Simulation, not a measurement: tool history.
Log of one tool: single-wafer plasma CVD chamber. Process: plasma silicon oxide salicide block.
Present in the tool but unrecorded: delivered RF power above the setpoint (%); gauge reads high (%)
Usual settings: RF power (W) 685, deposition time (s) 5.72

| run | day | RF power (W) | deposition time (s) | wafers since the last listed run | hours since the last RF generator calibration | hours since the showerhead was replaced | hours since the gauge calibration | read-back reference wafer on the same gauge, thickness_nm | mean film thickness on the monitor wafer (angstrom) |
|---|---|---|---|---|---|---|---|---|---|
| 1 | 0.000 | 685 | 5.72 | 0 | 2039.4 | 3014.6 | 92.8 | 63.905 | 566.62 |
| 2 | 3.338 | 685 | 5.72 | 3141 | 2119.5 | 3094.7 | 172.9 | 63.916 | 564.75 |
| 3 | 6.529 | 685 | 5.72 | 3003 | 2196.1 | 3171.3 | 249.5 | 63.907 | 567.73 |
| 4 | 9.125 | 610 | 5.72 | 2443 | 2258.4 | 3233.6 | 311.8 | 63.916 | 553.06 |
| 5 | 12.333 | 610 | 5.72 | 3019 | 2335.4 | 3310.6 | 388.8 | 63.880 | 549.92 |
| 6 | 14.367 | 595 | 5.72 | 1913 | 2384.2 | 3359.4 | 437.6 | 63.897 | 545.70 |
| 7 | 17.050 | 595 | 5.72 | 2525 | 2448.6 | 3423.8 | 502.0 | 63.913 | 544.48 |
| 8 | 21.246 | 595 | 5.72 | 3948 | 2549.3 | 3524.5 | 602.7 | 63.901 | 543.95 |
|  | 24.212 | RF generator calibrated |
| 9 | 24.458 | 760 | 6.11 | 2709 | 5.9 | 3601.6 | 679.8 | 63.898 | 628.92 |
| 10 | 26.054 | 760 | 6.11 | 1501 | 44.2 | 3639.9 | 718.1 | 63.911 | 628.81 |
| 11 | 29.696 | 760 | 6.11 | 3427 | 131.6 | 3727.3 | 805.5 | 63.898 | 630.87 |
| 12 | 31.792 | 685 | 4.98 | 1972 | 181.9 | 3777.6 | 855.8 | 63.896 | 500.80 |
| 13 | 34.608 | 620 | 4.91 | 2650 | 249.5 | 3845.2 | 923.4 | 63.922 | 482.82 |
|  | 38.088 | showerhead replaced |
| 14 | 38.354 | 685 | 5.72 | 3211 | 339.4 | 6.4 | 1013.3 | 63.910 | 571.40 |
| 15 | 40.104 | 595 | 6.63 | 1647 | 381.4 | 48.4 | 1055.3 | 63.911 | 644.73 |
| 16 | 44.517 | 685 | 6.03 | 4152 | 487.3 | 154.3 | 1161.2 | 63.883 | 605.49 |
| 17 | 46.500 | 685 | 5.72 | 1866 | 534.9 | 201.9 | 1208.8 | 63.908 | 574.66 |
| 18 | 49.446 | 555 | 4.75 | 2772 | 605.6 | 272.6 | 1279.5 | 63.900 | 455.38 |
| 19 | 52.992 | 610 | 5.72 | 3337 | 690.7 | 357.7 | 1364.6 | 63.892 | 558.19 |
|  | 55.646 | gauge calibrated |
| 20 | 58.696 | 785 | 6.75 | 5368 | 827.6 | 494.6 | 73.2 | 63.889 | 699.31 |
| 21 | 62.833 | 620 | 4.91 | 3894 | 926.9 | 593.9 | 172.5 | 63.871 | 482.36 |
| 22 | 67.258 | 575 | 6.06 | 4164 | 1033.1 | 700.1 | 278.7 | 63.917 | 585.26 |
| 23 | 70.725 | 795 | 6.44 | 3262 | 1116.3 | 783.3 | 361.9 | 63.871 | 662.67 |

Here are 5 independent what-if runs from the current tool condition. What would each one return?
| A | 70.742 | 685 | 5.72 | 15 | 1116.7 | 783.7 | 362.3 | ? | ? |
| B | 70.742 | 780 | 4.67 | 15 | 1116.7 | 783.7 | 362.3 | ? | ? |
| C | 70.742 | 595 | 6.72 | 15 | 1116.7 | 783.7 | 362.3 | ? | ? |
| D | 70.742 | 735 | 6.22 | 15 | 1116.7 | 783.7 | 362.3 | ? | ? |
| E | 70.742 | 685 | 4.94 | 15 | 1116.7 | 783.7 | 362.3 | ? | ? |

| run | read-back reference wafer on the same gauge, thickness_nm | mean film thickness on the monitor wafer (angstrom) |
|---|---|---|
| A | 63.894 | 571.14 |
| B | 63.894 | 480.09 |
| C | 63.894 | 650.84 |
| D | 63.894 | 630.89 |
| E | 63.894 | 493.26 |
With the hidden condition removed and each run's random variation left untouched, the same runs would have given:
| run | mean film thickness on the monitor wafer (angstrom) |
|---|---|
| A | 574.41 |
| B | 482.83 |
| C | 654.56 |
| D | 634.49 |
| E | 496.08 |

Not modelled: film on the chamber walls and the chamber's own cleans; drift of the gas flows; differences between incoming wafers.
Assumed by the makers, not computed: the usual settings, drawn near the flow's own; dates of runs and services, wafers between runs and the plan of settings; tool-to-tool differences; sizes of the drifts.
